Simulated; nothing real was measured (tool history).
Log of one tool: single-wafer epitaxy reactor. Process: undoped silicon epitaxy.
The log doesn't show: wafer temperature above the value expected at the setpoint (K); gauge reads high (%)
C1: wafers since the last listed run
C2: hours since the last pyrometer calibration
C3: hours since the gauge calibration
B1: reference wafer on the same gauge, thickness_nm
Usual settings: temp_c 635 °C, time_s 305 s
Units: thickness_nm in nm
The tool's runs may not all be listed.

{"run": 1, "hour": 0.0, "temp_c": 635, "time_s": 305, "C1": 0, "C2": 896.1, "C3": 183, "B1": 38.504, "thickness_nm": 34.837}
{"run": 2, "hour": 31.7, "temp_c": 635, "time_s": 305, "C1": 189, "C2": 927.8, "C3": 214.7, "B1": 38.523, "thickness_nm": 35.019}
{"run": 3, "hour": 63.3, "temp_c": 635, "time_s": 305, "C1": 188, "C2": 959.4, "C3": 246.3, "B1": 38.513, "thickness_nm": 34.888}
{"run": 4, "hour": 79.2, "temp_c": 635, "time_s": 305, "C1": 95, "C2": 975.3, "C3": 262.2, "B1": 38.5, "thickness_nm": 34.857}
{"run": 5, "hour": 99.1, "temp_c": 635, "time_s": 305, "C1": 118, "C2": 995.2, "C3": 282.1, "B1": 38.486, "thickness_nm": 34.975}
{"run": 6, "hour": 120.0, "temp_c": 635, "time_s": 339, "C1": 124, "C2": 1016.1, "C3": 303, "B1": 38.504, "thickness_nm": 38.795}
{"run": 7, "hour": 133.7, "temp_c": 635, "time_s": 339, "C1": 81, "C2": 1029.8, "C3": 316.7, "B1": 38.503, "thickness_nm": 38.697}
{"run": 8, "hour": 151.7, "temp_c": 635, "time_s": 305, "C1": 107, "C2": 1047.8, "C3": 334.7, "B1": 38.521, "thickness_nm": 34.85}
{"run": 9, "hour": 166.7, "temp_c": 642, "time_s": 305, "C1": 89, "C2": 1062.8, "C3": 349.7, "B1": 38.525, "thickness_nm": 39.978}
{"run": 10, "hour": 194.9, "temp_c": 642, "time_s": 305, "C1": 168, "C2": 1091, "C3": 377.9, "B1": 38.521, "thickness_nm": 39.868}
{"run": 11, "hour": 212.8, "temp_c": 642, "time_s": 305, "C1": 106, "C2": 1108.9, "C3": 395.8, "B1": 38.51, "thickness_nm": 39.808}
{"run": 12, "hour": 245.1, "temp_c": 635, "time_s": 340, "C1": 193, "C2": 1141.2, "C3": 428.1, "B1": 38.512, "thickness_nm": 38.828}
{"run": 13, "hour": 266.6, "temp_c": 635, "time_s": 340, "C1": 128, "C2": 1162.7, "C3": 449.6, "B1": 38.499, "thickness_nm": 38.662}
{"run": 14, "hour": 294.2, "temp_c": 635, "time_s": 305, "C1": 164, "C2": 1190.3, "C3": 477.2, "B1": 38.47, "thickness_nm": 34.673}
{"run": 15, "hour": 314.8, "temp_c": 635, "time_s": 305, "C1": 123, "C2": 1210.9, "C3": 497.8, "B1": 38.496, "thickness_nm": 34.713}
{"run": 16, "hour": 350.6, "temp_c": 635, "time_s": 305, "C1": 213, "C2": 1246.7, "C3": 533.6, "B1": 38.496, "thickness_nm": 34.624}
{"run": 17, "hour": 379.0, "temp_c": 635, "time_s": 290, "C1": 169, "C2": 1275.1, "C3": 562, "B1": 38.505, "thickness_nm": 32.981}
{"run": 18, "hour": 394.2, "temp_c": 635, "time_s": 290, "C1": 90, "C2": 1290.3, "C3": 577.2, "B1": 38.477, "thickness_nm": 32.983}
{"run": 19, "hour": 453.4, "temp_c": 641, "time_s": 305, "C1": 353, "C2": 1349.5, "C3": 636.4, "B1": 38.491, "thickness_nm": 38.969}

Forecast run 20:
{"run": 20, "hour": 537.8, "temp_c": 640, "time_s": 287, "C1": 504, "C2": 1433.9, "C3": 720.8, "B1": "?", "thickness_nm": "?"}

B1: 38.509
thickness_nm: 35.828 nm
Without the tool's hidden state the same run would have given thickness_nm 37.084 nm.

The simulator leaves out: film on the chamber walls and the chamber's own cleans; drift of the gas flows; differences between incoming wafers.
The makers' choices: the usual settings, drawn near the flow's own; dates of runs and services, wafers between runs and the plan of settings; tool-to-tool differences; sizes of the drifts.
